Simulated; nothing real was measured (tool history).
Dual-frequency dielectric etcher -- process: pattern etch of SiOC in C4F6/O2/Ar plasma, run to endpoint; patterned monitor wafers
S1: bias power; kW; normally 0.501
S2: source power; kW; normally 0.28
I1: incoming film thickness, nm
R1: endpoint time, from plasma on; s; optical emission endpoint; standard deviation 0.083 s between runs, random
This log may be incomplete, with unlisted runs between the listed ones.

Run 1, hour 0: usual settings; I1 37.41. Result: R1 14.3 s.
Run 2, hour 39.6: usual settings but S1 0.43 kW; I1 37.71. Result: R1 16 s.
Run 3, hour 84.2: usual settings but S2 0.33 kW; I1 37.6. Result: R1 13.5 s.
Run 4, hour 166.9: usual settings but S2 0.33 kW; I1 37.65. Result: R1 13.5 s.
Run 5, hour 222.3: usual settings but S1 0.465 kW; I1 37.79. Result: R1 14.7 s.
Run 6, hour 262.1: usual settings; I1 37.97. Result: R1 14.2 s.
At hour 338.1: wet clean of the chamber.
Run 7, hour 338.6: usual settings; I1 37.67. Result: R1 13.8 s.
Run 8, hour 377.9: usual settings but S1 0.612 kW, S2 0.3 kW; I1 37.75. Result: R1 11.9 s.
At hour 389.7: source power generator calibrated.
Run 9, hour 414.4: usual settings but S1 0.622 kW; I1 37.44. Result: R1 12 s.
At hour 485.8: wet clean of the chamber, repeated, since the last time left the tool worse.
Run 10, hour 486.3: usual settings but S1 0.57 kW, S2 0.23 kW; I1 37.66. Result: R1 14.4 s.
At hour 514.8: bias power generator calibrated.
Run 11, hour 537.3: usual settings; I1 37.82. Result: R1 14.6 s.
At hour 570.9: upper electrode replaced.
Run 12, hour 576.1: usual settings but S1 0.437 kW, S2 0.24 kW; I1 37.46. Result: R1 16.5 s.
Run 13, hour 626.8: usual settings but S1 0.446 kW, S2 0.26 kW; I1 37.55. Result: R1 15.7 s.
Run 14, hour 730.5: usual settings; I1 37.73. Result: R1 14.3 s.

State the hidden condition of the tool at each of the runs:
bias power that arrives over what is set, %: 0 in every run
source power that arrives over what is set, %: 0 in every run
H1: etch rate over this chamber's usual, %
run       H1
  1    0.646
  2    0.992
  3     1.38
  4     2.11
  5     2.59
  6     2.94
  7     5.61
  8     5.96
  9     6.28
 10  -0.0455
 11    0.401
 12     0.74
 13     1.18
 14     2.09
